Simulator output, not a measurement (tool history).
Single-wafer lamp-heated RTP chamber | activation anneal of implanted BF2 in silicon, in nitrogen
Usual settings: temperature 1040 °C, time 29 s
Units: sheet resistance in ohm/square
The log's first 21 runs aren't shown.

run   hour  temperature  time  read-back reference wafer on the same gauge, sheet resistance  sheet resistance
 22  472.0         1040    44                                                         184.08            140.58
 23  498.2         1057    38                                                         183.71            127.55
 24  521.8         1028    45                                                         184.18            148.91
 25  538.8         1040    29                                                         183.73            152.90
 26  561.6         1068    29                                                         184.27            122.11
 27  587.1         1062    22                                                         183.95            136.57
 28  623.8         1040    29                                                         184.04            152.79
 29  659.0         1020    21                                                         183.96            186.10
 30  681.6         1061    44                                                         183.82            118.39
     691.1  -- pyrometer window cleaned and pyrometer calibrated
 31  712.3         1064    34                                                         183.83            126.88
 32  739.4         1040    23                                                         184.02            162.51
 33  764.9         1040    29                                                         183.91            154.11
 34  786.3         1067    43                                                         184.19            114.88
 35  799.9         1012    12                                                         183.93            234.83
 36  834.5         1040    29                                                         184.08            153.59
 37  868.7         1040    29                                                         184.16            153.07
 38  891.9         1064    15                                                         183.90            146.70

3 ways to go on from here, each from the tool as it stands after run 38. What would each give?
  A  892.3         1040    29                                                              ?                 ?
  B  892.3         1018    38                                                              ?                 ?
  C  892.3         1024    44                                                              ?                 ?

run  read-back reference wafer on the same gauge, sheet resistance  sheet resistance
  A                                                         184.00            152.89
  B                                                         184.00            162.82
  C                                                         184.00            152.58
Without the tool's hidden state the same runs would have given:
run  sheet resistance
  A            158.26
  B            170.11
  C            157.99
